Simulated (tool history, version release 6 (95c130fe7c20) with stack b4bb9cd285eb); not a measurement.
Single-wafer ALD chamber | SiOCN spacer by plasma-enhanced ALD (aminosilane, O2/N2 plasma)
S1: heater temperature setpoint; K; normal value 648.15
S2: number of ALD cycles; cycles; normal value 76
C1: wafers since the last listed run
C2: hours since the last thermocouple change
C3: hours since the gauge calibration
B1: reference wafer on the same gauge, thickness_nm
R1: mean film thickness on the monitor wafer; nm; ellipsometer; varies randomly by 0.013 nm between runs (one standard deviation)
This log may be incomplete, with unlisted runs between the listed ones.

run 1 hour=0 | S1=648.15 S2=71 | C1=0 C2=1663.1 C3=598.3 | B1=4.594 | R1=4.715
run 2 hour=22.3 | S1=648.15 S2=71 | C1=79 C2=1685.4 C3=620.6 | B1=4.6 | R1=4.734
run 3 hour=41.6 | S1=648.15 S2=71 | C1=68 C2=1704.7 C3=639.9 | B1=4.6 | R1=4.735
run 4 hour=77 | S1=652.15 S2=76 | C1=125 C2=1740.1 C3=675.3 | B1=4.602 | R1=5.047
run 5 hour=105.2 | S1=652.15 S2=76 | C1=100 C2=1768.3 C3=703.5 | B1=4.605 | R1=5.073
run 6 hour=122.6 | S1=637.15 S2=87 | C1=61 C2=1785.7 C3=720.9 | B1=4.606 | R1=5.812
run 7 hour=136.5 | S1=648.15 S2=76 | C1=49 C2=1799.6 C3=734.8 | B1=4.609 | R1=5.042
run 8 hour=217.1 | S1=648.15 S2=76 | C1=285 C2=1880.2 C3=815.4 | B1=4.614 | R1=5.056
run 9 hour=269.2 | S1=648.15 S2=76 | C1=184 C2=1932.3 C3=867.5 | B1=4.625 | R1=5.069
run 10 hour=301.5 | S1=648.15 S2=84 | C1=114 C2=1964.6 C3=899.8 | B1=4.625 | R1=5.623
run 11 hour=319.9 | S1=648.15 S2=79 | C1=65 C2=1983 C3=918.2 | B1=4.627 | R1=5.291
run 12 hour=337.6 | S1=648.15 S2=79 | C1=62 C2=2000.7 C3=935.9 | B1=4.632 | R1=5.288
run 13 hour=359.4 | S1=648.15 S2=79 | C1=77 C2=2022.5 C3=957.7 | B1=4.636 | R1=5.293
-- hour=391.6 thermocouple changed; heater temperature recalibrated
run 14 hour=401.1 | S1=648.15 S2=76 | C1=119 C2=9.5 C3=999.4 | B1=4.643 | R1=5.132
run 15 hour=424 | S1=648.15 S2=76 | C1=81 C2=32.4 C3=1022.3 | B1=4.644 | R1=5.109
run 16 hour=438.5 | S1=648.15 S2=82 | C1=51 C2=46.9 C3=1036.8 | B1=4.646 | R1=5.506
run 17 hour=473.3 | S1=648.15 S2=82 | C1=123 C2=81.7 C3=1071.6 | B1=4.655 | R1=5.501
run 18 hour=501.3 | S1=636.15 S2=76 | C1=99 C2=109.7 C3=1099.6 | B1=4.658 | R1=5.122
run 19 hour=531.6 | S1=636.15 S2=76 | C1=107 C2=140 C3=1129.9 | B1=4.662 | R1=5.098
run 20 hour=544 | S1=653.15 S2=76 | C1=43 C2=152.4 C3=1142.3 | B1=4.664 | R1=5.145
run 21 hour=559.5 | S1=645.15 S2=76 | C1=54 C2=167.9 C3=1157.8 | B1=4.669 | R1=5.132
run 22 hour=574.3 | S1=648.15 S2=76 | C1=52 C2=182.7 C3=1172.6 | B1=4.667 | R1=5.143
-- hour=599.6 gauge calibrated
run 23 hour=609.1 | S1=648.15 S2=76 | C1=123 C2=217.5 C3=9.5 | B1=4.578 | R1=5.035
run 24 hour=633.1 | S1=653.15 S2=76 | C1=85 C2=241.5 C3=33.5 | B1=4.576 | R1=5.021
run 25 hour=651.6 | S1=662.15 S2=68 | C1=65 C2=260 C3=52 | B1=4.577 | R1=4.503
run 26 hour=679.9 | S1=655.15 S2=71 | C1=100 C2=288.3 C3=80.3 | B1=4.578 | R1=4.714

What will run 27 give?
run 27 hour=712.3 | S1=635.15 S2=76 | C1=114 C2=320.7 C3=112.7 | B1=? | R1=?

B1: 4.578
R1: 5.041 nm
If the tool had no hidden condition, the same run with the same run-to-run variation would have returned R1 5.031 nm.
